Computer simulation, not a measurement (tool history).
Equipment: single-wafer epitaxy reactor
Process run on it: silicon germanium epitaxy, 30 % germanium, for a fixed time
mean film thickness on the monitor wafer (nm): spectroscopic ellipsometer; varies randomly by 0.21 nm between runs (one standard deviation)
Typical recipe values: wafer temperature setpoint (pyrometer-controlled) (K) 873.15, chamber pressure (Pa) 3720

run      day  wafer temperature setpoint (pyrometer-controlled) (K)  chamber pressure (Pa)  wafers since the last listed run  hours since the last pyrometer calibration  hours since the last manometer calibration  hours since the showerhead was replaced  hours since the gauge calibration  read-back reference wafer on the same gauge, thickness_nm  mean film thickness on the monitor wafer (nm)
  1    0.000                                                 873.15                   3413                                 0                                       340.2                                      1048.3                                   4738.9                             2381.9                                                     57.027                                         61.661
  2    2.683                                                 873.15                   3346                              1368                                       404.6                                      1112.7                                   4803.3                             2446.3                                                     57.018                                         61.451
  3    7.142                                                 873.15                   3720                              2273                                       511.6                                      1219.7                                   4910.3                             2553.3                                                     57.035                                         64.562
  4   11.458                                                 873.15                   3720                              2201                                       615.2                                      1323.3                                   5013.9                             2656.9                                                     56.972                                         64.902
  5   15.162                                                 873.15                   3720                              1889                                       704.1                                      1412.2                                   5102.8                             2745.8                                                     56.978                                         64.493
  6   18.512                                                 873.15                   3720                              1708                                       784.5                                      1492.6                                   5183.2                             2826.2                                                     56.962                                         64.782
  7   20.367                                                 873.15                   3720                               945                                       829.0                                      1537.1                                   5227.7                             2870.7                                                     57.021                                         65.144
  8   24.604                                                 873.15                   3720                              2161                                       930.7                                      1638.8                                   5329.4                             2972.4                                                     57.002                                         65.058
  9   28.533                                                 873.15                   3720                              2003                                      1025.0                                      1733.1                                   5423.7                             3066.7                                                     56.982                                         65.473
      29.612  -- pyrometer calibrated
 10   32.746                                                 873.15                   3720                              1978                                        75.2                                      1834.2                                   5524.8                             3167.8                                                     56.959                                         65.517
 11   35.358                                                 864.15                   3120                              1332                                       137.9                                      1896.9                                   5587.5                             3230.5                                                     57.047                                         50.344
 12   37.125                                                 887.15                   4186                               900                                       180.3                                      1939.3                                   5629.9                             3272.9                                                     56.958                                         91.790
 13   39.300                                                 861.15                   4000                              1109                                       232.5                                      1991.5                                   5682.1                             3325.1                                                     56.960                                         52.649
 14   42.758                                                 873.15                   3720                              1763                                       315.5                                      2074.5                                   5765.1                             3408.1                                                     56.995                                         65.926
 15   46.608                                                 866.15                   3720                              1963                                       407.9                                      2166.9                                   5857.5                             3500.5                                                     57.007                                         57.266
      48.146  -- capacitance manometer re-zeroed and calibrated
 16   48.288                                                 885.15                   4120                               686                                       448.2                                         3.4                                   5897.8                             3540.8                                                     57.027                                         85.886
 17   50.192                                                 873.15                   2893                               971                                       493.9                                        49.1                                   5943.5                             3586.5                                                     56.983                                         57.567
 18   51.812                                                 887.15                   3720                               826                                       532.8                                        88.0                                   5982.4                             3625.4                                                     57.031                                         85.495
 19   53.975                                                 861.15                   4000                              1102                                       584.7                                       139.9                                   6034.3                             3677.3                                                     57.047                                         51.362
      55.275  -- gauge calibrated
 20   56.112                                                 858.15                   3026                              1090                                       636.0                                       191.2                                   6085.6                               20.1                                                     57.013                                         42.993
 21   58.783                                                 873.15                   3720                              1362                                       700.1                                       255.3                                   6149.7                               84.2                                                     57.045                                         63.936
      61.058  -- showerhead replaced, of another model than before
 22   61.208                                                 882.15                   4400                              1066                                       758.3                                       313.5                                      3.6                              142.4                                                     56.974                                         87.043
 23   64.796                                                 873.15                   2933                              1829                                       844.4                                       399.6                                     89.7                              228.5                                                     56.972                                         52.392
 24   66.667                                                 884.15                   3720                               954                                       889.3                                       444.5                                    134.6                              273.4                                                     56.988                                         81.315
      67.088  -- pyrometer calibrated
 25   68.367                                                 873.15                   4520                               696                                        30.7                                       485.3                                    175.4                              314.2                                                     57.055                                         74.096
 26   71.154                                                 873.15                   3720                              1421                                        97.6                                       552.2                                    242.3                              381.1                                                     57.011                                         64.792
 27   74.475                                                 861.15                   4560                              1693                                       177.3                                       631.9                                    322.0                              460.8                                                     57.036                                         58.125
 28   78.188                                                 873.15                   3720                              1893                                       266.4                                       721.0                                    411.1                              549.9                                                     56.989                                         64.746
 29   80.167                                                 859.15                   3373                              1009                                       313.9                                       768.5                                    458.6                              597.4                                                     57.015                                         44.720
 30   84.646                                                 864.15                   2800                              2284                                       421.4                                       876.0                                    566.1                              704.9                                                     57.023                                         41.948
 31   89.025                                                 861.15                   3226                              2233                                       526.5                                       981.1                                    671.2                              810.0                                                     57.011                                         44.764
 32   93.129                                                 885.15                   4213                              2093                                       625.0                                      1079.6                                    769.7                              908.5                                                     57.041                                         91.315
 33   96.154                                                 863.15                   3720                              1542                                       697.6                                      1152.2                                    842.3                              981.1                                                     56.976                                         52.932
 34  100.404                                                 858.15                   3186                              2167                                       799.6                                      1254.2                                    944.3                             1083.1                                                     57.010                                         42.015

Difference, measured minus no-hidden-state, one row per run. Run-to-run variation is common to both terms; the gauge's own scatter need not be:
Hidden conditions of the tool in this case: wafer temperature above the value expected at the setpoint (K); true pressure above the setpoint (%); gauge reads high (%).
run  mean film thickness on the monitor wafer (nm)
  1                                         +0.289
  2                                         +0.341
  3                                         +0.455
  4                                         +0.562
  5                                         +0.653
  6                                         +0.746
  7                                         +0.803
  8                                         +0.927
  9                                         +1.056
 10                                         +1.195
 11                                         +0.987
 12                                         +1.886
 13                                         +1.144
 14                                         +1.561
 15                                         +1.484
 16                                         +0.248
 17                                         +0.167
 18                                         +0.251
 19                                         +0.155
 20                                         +0.134
 21                                         +0.210
 22                                         +0.523
 23                                         +0.348
 24                                         +0.574
 25                                         +0.552
 26                                         +0.529
 27                                         +0.533
 28                                         +0.675
 29                                         +0.499
 30                                         +0.544
 31                                         +0.670
 32                                         +1.557
 33                                         +0.989
 34                                         +0.888
